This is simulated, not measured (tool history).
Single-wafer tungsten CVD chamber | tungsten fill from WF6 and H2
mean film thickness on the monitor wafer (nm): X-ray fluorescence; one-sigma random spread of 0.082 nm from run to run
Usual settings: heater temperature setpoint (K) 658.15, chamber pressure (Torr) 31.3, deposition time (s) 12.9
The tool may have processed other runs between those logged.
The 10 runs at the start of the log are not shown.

| run | hour | heater temperature setpoint (K) | chamber pressure (Torr) | deposition time (s) | wafers since the last listed run | hours since the last thermocouple change | hours since the last manometer calibration | hours since the showerhead was replaced | hours since the gauge calibration | read-back reference wafer on the same gauge, thickness_nm | mean film thickness on the monitor wafer (nm) |
|---|---|---|---|---|---|---|---|---|---|---|---|
| 11 | 247.4 | 658.15 | 31.3 | 12.9 | 587 | 2261.6 | 1016.2 | 3584.2 | 353.3 | 27.698 | 28.196 |
| 12 | 280.6 | 658.15 | 31.3 | 12.9 | 1042 | 2294.8 | 1049.4 | 3617.4 | 386.5 | 27.700 | 28.066 |
|  | 292.8 | showerhead replaced |
| 13 | 296.2 | 658.15 | 31.3 | 12.9 | 238 | 2310.4 | 1065.0 | 3.4 | 402.1 | 27.695 | 28.156 |
| 14 | 329.4 | 658.15 | 31.3 | 12.9 | 1042 | 2343.6 | 1098.2 | 36.6 | 435.3 | 27.715 | 28.084 |
| 15 | 354.5 | 658.15 | 34.1 | 12.9 | 788 | 2368.7 | 1123.3 | 61.7 | 460.4 | 27.695 | 29.262 |
|  | 374.2 | capacitance manometer re-zeroed and calibrated |
| 16 | 374.7 | 658.15 | 34.1 | 12.9 | 383 | 2388.9 | 0.5 | 81.9 | 480.6 | 27.698 | 29.271 |
| 17 | 385.8 | 668.15 | 31.3 | 12.9 | 348 | 2400.0 | 11.6 | 93.0 | 491.7 | 27.701 | 33.545 |
| 18 | 413.4 | 658.15 | 31.3 | 12.9 | 866 | 2427.6 | 39.2 | 120.6 | 519.3 | 27.702 | 27.945 |
| 19 | 443.7 | 658.15 | 31.3 | 12.9 | 951 | 2457.9 | 69.5 | 150.9 | 549.6 | 27.704 | 28.096 |
|  | 457.2 | thermocouple changed; heater temperature recalibrated |
| 20 | 463.1 | 667.15 | 35.5 | 10.6 | 357 | 5.9 | 88.9 | 170.3 | 569.0 | 27.700 | 30.816 |
| 21 | 483.0 | 653.15 | 28.2 | 14.0 | 624 | 25.8 | 108.8 | 190.2 | 588.9 | 27.698 | 28.781 |
| 22 | 499.5 | 668.15 | 38.8 | 11.0 | 518 | 42.3 | 125.3 | 206.7 | 605.4 | 27.703 | 33.706 |
| 23 | 532.8 | 662.15 | 31.3 | 10.6 | 1045 | 75.6 | 158.6 | 240.0 | 638.7 | 27.704 | 26.508 |
| 24 | 545.3 | 658.15 | 31.3 | 12.9 | 392 | 88.1 | 171.1 | 252.5 | 651.2 | 27.693 | 30.077 |
| 25 | 573.7 | 658.15 | 31.3 | 12.9 | 891 | 116.5 | 199.5 | 280.9 | 679.6 | 27.708 | 29.853 |
|  | 585.2 | gauge calibrated |
| 26 | 606.8 | 666.15 | 35.7 | 10.7 | 1039 | 149.6 | 232.6 | 314.0 | 21.6 | 27.692 | 30.226 |

The next listed run, before its measurement:
| 27 | 640.4 | 644.15 | 36.5 | 11.2 | 1055 | 183.2 | 266.2 | 347.6 | 55.2 | ? | ? |

For run 27 the tool returned read-back reference wafer on the same gauge, thickness_nm 27.714, mean film thickness on the monitor wafer (nm) 21.626.
Without the tool's hidden state the same run would have given mean film thickness on the monitor wafer (nm) 21.908.

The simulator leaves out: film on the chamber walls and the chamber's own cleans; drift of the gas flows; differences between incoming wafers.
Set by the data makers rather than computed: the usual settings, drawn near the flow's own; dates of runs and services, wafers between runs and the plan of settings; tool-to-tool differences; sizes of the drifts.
